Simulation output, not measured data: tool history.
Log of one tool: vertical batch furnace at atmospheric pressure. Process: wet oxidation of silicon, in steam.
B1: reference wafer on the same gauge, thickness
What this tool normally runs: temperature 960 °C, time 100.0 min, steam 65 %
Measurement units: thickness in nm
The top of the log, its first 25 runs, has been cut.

{"run": 26, "day": 76.854, "temperature": 939, "time": 66.5, "steam": 71, "B1": 382.54, "thickness": 246.34}
{"run": 27, "day": 79.329, "temperature": 960, "time": 138.5, "steam": 65, "B1": 382.63, "thickness": 459.68}
{"run": 28, "day": 82.679, "temperature": 960, "time": 100.0, "steam": 65, "B1": 383.02, "thickness": 368.19}
{"run": 29, "day": 84.825, "temperature": 960, "time": 76.5, "steam": 65, "B1": 383.1, "thickness": 307.21}
{"run": 30, "day": 88.1, "temperature": 970, "time": 100.0, "steam": 57, "B1": 383.22, "thickness": 363.34}
{"run": 31, "day": 89.738, "temperature": 960, "time": 100.0, "steam": 65, "B1": 383.36, "thickness": 368.51}
{"day": 89.808, "done": "gauge calibrated"}
{"run": 32, "day": 94.146, "temperature": 942, "time": 100.0, "steam": 59, "B1": 372.96, "thickness": 288.0}
{"run": 33, "day": 96.258, "temperature": 960, "time": 100.0, "steam": 65, "B1": 374.25, "thickness": 357.59}
{"day": 99.596, "done": "steam generator serviced"}
{"run": 34, "day": 100.483, "temperature": 960, "time": 52.0, "steam": 65, "B1": 375.84, "thickness": 228.91}
{"run": 35, "day": 104.204, "temperature": 960, "time": 100.0, "steam": 65, "B1": 376.93, "thickness": 362.15}
{"run": 36, "day": 106.117, "temperature": 960, "time": 83.5, "steam": 72, "B1": 377.59, "thickness": 345.07}
{"run": 37, "day": 107.788, "temperature": 960, "time": 83.5, "steam": 72, "B1": 378.26, "thickness": 345.5}
{"run": 38, "day": 110.033, "temperature": 975, "time": 134.0, "steam": 73, "B1": 378.58, "thickness": 533.89}

4 options for the next run, each taken on its own from the tool as it stands now. Forecast them:
{"run": "A", "day": 110.25, "temperature": 960, "time": 100.0, "steam": 77, "B1": "?", "thickness": "?"}
{"run": "B", "day": 110.25, "temperature": 970, "time": 118.5, "steam": 68, "B1": "?", "thickness": "?"}
{"run": "C", "day": 110.25, "temperature": 977, "time": 100.0, "steam": 58, "B1": "?", "thickness": "?"}
{"run": "D", "day": 110.25, "temperature": 946, "time": 100.0, "steam": 65, "B1": "?", "thickness": "?"}

run=A B1=378.77 thickness=408.17
run=B B1=378.77 thickness=454.07
run=C B1=378.77 thickness=383.74
run=D B1=378.77 thickness=323.79
Without the tool's hidden state the same runs would have given:
run=A thickness=398.85
run=B thickness=443.70
run=C thickness=374.97
run=D thickness=316.39

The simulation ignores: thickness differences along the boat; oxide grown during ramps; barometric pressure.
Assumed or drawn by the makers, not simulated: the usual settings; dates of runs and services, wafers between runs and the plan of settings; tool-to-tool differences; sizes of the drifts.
